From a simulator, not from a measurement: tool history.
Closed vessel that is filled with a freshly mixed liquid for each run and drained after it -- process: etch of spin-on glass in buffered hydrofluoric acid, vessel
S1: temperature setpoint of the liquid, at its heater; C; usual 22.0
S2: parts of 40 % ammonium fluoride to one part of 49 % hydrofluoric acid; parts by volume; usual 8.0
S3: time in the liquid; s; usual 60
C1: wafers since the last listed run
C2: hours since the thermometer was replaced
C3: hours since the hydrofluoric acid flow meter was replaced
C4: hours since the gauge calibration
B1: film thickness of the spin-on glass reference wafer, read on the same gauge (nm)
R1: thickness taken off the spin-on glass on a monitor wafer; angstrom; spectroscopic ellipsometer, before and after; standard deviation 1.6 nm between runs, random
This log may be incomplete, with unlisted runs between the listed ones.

Run 1, hour 0.0: usual settings but S1 20.5 C; C1 0; C2 1972.9; C3 486.0; C4 311.3; B1 70.00. Result: R1 2417.5 angstrom.
Run 2, hour 53.6: usual settings; C1 4074; C2 2026.5; C3 539.6; C4 364.9; B1 69.98. Result: R1 2639.4 angstrom.
Run 3, hour 93.3: usual settings but S3 40 s; C1 3017; C2 2066.2; C3 579.3; C4 404.6; B1 69.98. Result: R1 1751.4 angstrom.
Run 4, hour 164.2: usual settings; C1 5389; C2 2137.1; C3 650.2; C4 475.5; B1 70.01. Result: R1 2651.6 angstrom.
Run 5, hour 257.8: usual settings; C1 7114; C2 2230.7; C3 743.8; C4 569.1; B1 69.99. Result: R1 2645.3 angstrom.
Run 6, hour 521.1: usual settings; C1 20013; C2 2494.0; C3 1007.1; C4 832.4; B1 70.01. Result: R1 2673.9 angstrom.
Run 7, hour 571.2: usual settings but S2 6.5 parts by volume; C1 3808; C2 2544.1; C3 1057.2; C4 882.5; B1 70.01. Result: R1 3303.3 angstrom.
Run 8, hour 642.7: usual settings but S1 26.0 C; C1 5434; C2 2615.6; C3 1128.7; C4 954.0; B1 69.99. Result: R1 3348.7 angstrom.
Run 9, hour 684.7: usual settings but S1 24.0 C; C1 3192; C2 2657.6; C3 1170.7; C4 996.0; B1 69.99. Result: R1 3034.4 angstrom.
At hour 758.9: hydrofluoric acid flow meter replaced.
Run 10, hour 759.4: usual settings; C1 5602; C2 2732.3; C3 0.5; C4 1070.7; B1 69.98. Result: R1 2695.7 angstrom.
Run 11, hour 836.3: usual settings; C1 5845; C2 2809.2; C3 77.4; C4 1147.6; B1 69.99. Result: R1 2711.1 angstrom.
Run 12, hour 887.4: usual settings; C1 3884; C2 2860.3; C3 128.5; C4 1198.7; B1 69.99. Result: R1 2734.6 angstrom.
Run 13, hour 965.4: usual settings; C1 5928; C2 2938.3; C3 206.5; C4 1276.7; B1 70.02. Result: R1 2742.5 angstrom.
Run 14, hour 1011.2: usual settings but S3 75 s; C1 3481; C2 2984.1; C3 252.3; C4 1322.5; B1 70.02. Result: R1 3432.5 angstrom.
Run 15, hour 1061.0: usual settings but S2 9.0 parts by volume, S3 85 s; C1 3785; C2 3033.9; C3 302.1; C4 1372.3; B1 70.00. Result: R1 3446.5 angstrom.
Run 16, hour 1098.3: usual settings but S2 10.0 parts by volume, S3 70 s; C1 2835; C2 3071.2; C3 339.4; C4 1409.6; B1 69.99. Result: R1 2663.6 angstrom.
Run 17, hour 1139.1: usual settings but S2 10.0 parts by volume; C1 3101; C2 3112.0; C3 380.2; C4 1450.4; B1 69.98. Result: R1 2275.8 angstrom.
At hour 1174.3: gauge calibrated.
Run 18, hour 1242.6: usual settings but S1 19.5 C, S3 35 s; C1 7867; C2 3215.5; C3 483.7; C4 68.3; B1 70.00. Result: R1 1410.7 angstrom.
Run 19, hour 1293.7: usual settings but S1 23.5 C, S2 5.5 parts by volume, S3 30 s; C1 3884; C2 3266.6; C3 534.8; C4 119.4; B1 70.01. Result: R1 2120.5 angstrom.
At hour 1321.6: thermometer replaced.
Run 20, hour 1376.4: usual settings but S3 90 s; C1 6210; C2 54.8; C3 617.5; C4 202.1; B1 70.02. Result: R1 3652.3 angstrom.
Run 21, hour 1431.9: usual settings but S2 9.0 parts by volume, S3 85 s; C1 4218; C2 110.3; C3 673.0; C4 257.6; B1 70.00. Result: R1 3037.6 angstrom.
Run 22, hour 1524.3: usual settings but S1 19.0 C, S2 9.0 parts by volume, S3 95 s; C1 7023; C2 202.7; C3 765.4; C4 350.0; B1 69.99. Result: R1 2888.2 angstrom.
Run 23, hour 1596.4: usual settings but S1 19.5 C, S3 35 s; C1 5480; C2 274.8; C3 837.5; C4 422.1; B1 70.01. Result: R1 1236.0 angstrom.
Run 24, hour 1649.1: usual settings but S2 5.5 parts by volume, S3 50 s; C1 4005; C2 327.5; C3 890.2; C4 474.8; B1 70.01. Result: R1 2947.0 angstrom.
Run 25, hour 1734.0: usual settings but S1 20.5 C, S2 7.0 parts by volume; C1 6453; C2 412.4; C3 975.1; C4 559.7; B1 70.02. Result: R1 2602.0 angstrom.
Run 26, hour 1775.7: usual settings but S1 20.0 C; C1 3169; C2 454.1; C3 1016.8; C4 601.4; B1 69.99. Result: R1 2196.8 angstrom.
Run 27, hour 1814.3: usual settings but S1 25.5 C, S2 7.0 parts by volume, S3 40 s; C1 2934; C2 492.7; C3 1055.4; C4 640.0; B1 70.00. Result: R1 2298.2 angstrom.
Run 28, hour 1862.4: usual settings; C1 3656; C2 540.8; C3 1103.5; C4 688.1; B1 69.99. Result: R1 2487.2 angstrom.

Each row is a separate what-if for the run after 28, all from the same tool condition, not one after another. Results?
Run A, hour 1863.1: usual settings but S1 26.5 C; C1 53; C2 541.5; C3 1104.2; C4 688.8; B1 ?. Result: R1 ?.
Run B, hour 1863.1: usual settings but S1 20.0 C, S2 6.5 parts by volume, S3 90 s; C1 53; C2 541.5; C3 1104.2; C4 688.8; B1 ?. Result: R1 ?.
Run C, hour 1863.1: usual settings but S3 35 s; C1 53; C2 541.5; C3 1104.2; C4 688.8; B1 ?. Result: R1 ?.
Run D, hour 1863.1: usual settings but S1 25.5 C, S2 5.5 parts by volume, S3 40 s; C1 53; C2 541.5; C3 1104.2; C4 688.8; B1 ?. Result: R1 ?.

run     B1      R1
  A  70.03  3210.1
  B  70.03  4162.0
  C  70.03  1467.4
  D  70.03  2882.3
What these runs would have given with no unlogged condition in the tool:
run      R1
  A  3108.7
  B  4025.0
  C  1419.7
  D  2790.8

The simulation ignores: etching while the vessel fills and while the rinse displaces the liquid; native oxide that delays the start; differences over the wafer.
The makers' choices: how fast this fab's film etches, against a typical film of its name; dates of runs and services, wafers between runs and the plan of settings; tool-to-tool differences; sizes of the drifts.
